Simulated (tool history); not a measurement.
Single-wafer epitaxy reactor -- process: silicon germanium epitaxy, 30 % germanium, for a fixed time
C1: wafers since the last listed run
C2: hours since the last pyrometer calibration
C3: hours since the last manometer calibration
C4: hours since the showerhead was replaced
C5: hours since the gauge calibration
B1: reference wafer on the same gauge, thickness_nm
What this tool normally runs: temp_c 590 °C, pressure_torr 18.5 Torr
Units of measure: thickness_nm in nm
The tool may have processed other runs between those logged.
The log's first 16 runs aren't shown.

-- day=56.404 capacitance manometer re-zeroed and calibrated, repeated, since the last time left the tool worse
run 17 day=60.042 | temp_c=590 pressure_torr=18.5 | C1=6158 C2=545.4 C3=87.3 C4=7043.5 C5=664.4 | B1=51.576 | thickness_nm=48.778
run 18 day=62.588 | temp_c=590 pressure_torr=15.3 | C1=1326 C2=606.5 C3=148.4 C4=7104.6 C5=725.5 | B1=51.595 | thickness_nm=42.237
run 19 day=66.171 | temp_c=583 pressure_torr=21.4 | C1=1867 C2=692.5 C3=234.4 C4=7190.6 C5=811.5 | B1=51.624 | thickness_nm=47.940
run 20 day=70.217 | temp_c=597 pressure_torr=14.0 | C1=2108 C2=789.6 C3=331.5 C4=7287.7 C5=908.6 | B1=51.599 | thickness_nm=43.696
-- day=73.304 showerhead replaced
run 21 day=74.017 | temp_c=602 pressure_torr=15.1 | C1=1806 C2=880.8 C3=422.7 C4=17.1 C5=999.8 | B1=51.595 | thickness_nm=50.770
run 22 day=78.092 | temp_c=590 pressure_torr=18.5 | C1=2123 C2=978.6 C3=520.5 C4=114.9 C5=1097.6 | B1=51.607 | thickness_nm=48.361
run 23 day=81.833 | temp_c=605 pressure_torr=15.6 | C1=1949 C2=1068.4 C3=610.3 C4=204.7 C5=1187.4 | B1=51.591 | thickness_nm=54.754
run 24 day=86.212 | temp_c=595 pressure_torr=18.5 | C1=2282 C2=1173.5 C3=715.4 C4=309.8 C5=1292.5 | B1=51.592 | thickness_nm=52.390
run 25 day=88.008 | temp_c=583 pressure_torr=14.1 | C1=935 C2=1216.6 C3=758.5 C4=352.9 C5=1335.6 | B1=51.616 | thickness_nm=35.017
run 26 day=91.912 | temp_c=604 pressure_torr=20.3 | C1=2034 C2=1310.3 C3=852.2 C4=446.6 C5=1429.3 | B1=51.578 | thickness_nm=64.590
run 27 day=95.500 | temp_c=585 pressure_torr=17.3 | C1=1869 C2=1396.4 C3=938.3 C4=532.7 C5=1515.4 | B1=51.625 | thickness_nm=42.126
run 28 day=98.671 | temp_c=601 pressure_torr=18.5 | C1=1652 C2=1472.5 C3=1014.4 C4=608.8 C5=1591.5 | B1=51.603 | thickness_nm=57.251
run 29 day=101.796 | temp_c=598 pressure_torr=20.3 | C1=1628 C2=1547.5 C3=1089.4 C4=683.8 C5=1666.5 | B1=51.588 | thickness_nm=58.166
run 30 day=103.600 | temp_c=577 pressure_torr=14.7 | C1=940 C2=1590.8 C3=1132.7 C4=727.1 C5=1709.8 | B1=51.651 | thickness_nm=32.416
run 31 day=106.588 | temp_c=579 pressure_torr=14.1 | C1=1556 C2=1662.5 C3=1204.4 C4=798.8 C5=1781.5 | B1=51.598 | thickness_nm=32.562
-- day=109.617 pyrometer calibrated
run 32 day=109.804 | temp_c=584 pressure_torr=16.6 | C1=1502 C2=4.5 C3=1281.6 C4=876.0 C5=1858.7 | B1=51.611 | thickness_nm=39.989
run 33 day=113.479 | temp_c=590 pressure_torr=18.5 | C1=1915 C2=92.7 C3=1369.8 C4=964.2 C5=1946.9 | B1=51.588 | thickness_nm=47.752
run 34 day=115.108 | temp_c=576 pressure_torr=22.7 | C1=849 C2=131.8 C3=1408.9 C4=1003.3 C5=1986.0 | B1=51.600 | thickness_nm=43.269
run 35 day=118.529 | temp_c=590 pressure_torr=18.5 | C1=1782 C2=213.9 C3=1491.0 C4=1085.4 C5=2068.1 | B1=51.624 | thickness_nm=47.636

Each row is a separate what-if for the run after 35, all from the same tool condition, not one after another. Results?
run A day=118.546 | temp_c=596 pressure_torr=18.5 | C1=8 C2=214.3 C3=1491.4 C4=1085.8 C5=2068.5 | B1=? | thickness_nm=?
run B day=118.546 | temp_c=602 pressure_torr=14.1 | C1=8 C2=214.3 C3=1491.4 C4=1085.8 C5=2068.5 | B1=? | thickness_nm=?
run C day=118.546 | temp_c=579 pressure_torr=19.9 | C1=8 C2=214.3 C3=1491.4 C4=1085.8 C5=2068.5 | B1=? | thickness_nm=?
run D day=118.546 | temp_c=576 pressure_torr=16.5 | C1=8 C2=214.3 C3=1491.4 C4=1085.8 C5=2068.5 | B1=? | thickness_nm=?

run=A B1=51.596 thickness_nm=52.988
run=B B1=51.596 thickness_nm=47.453
run=C B1=51.596 thickness_nm=41.988
run=D B1=51.596 thickness_nm=35.062
With the hidden condition removed and each run's random variation left untouched, the same runs would have given:
run=A thickness_nm=54.114
run=B thickness_nm=48.462
run=C thickness_nm=42.880
run=D thickness_nm=35.807
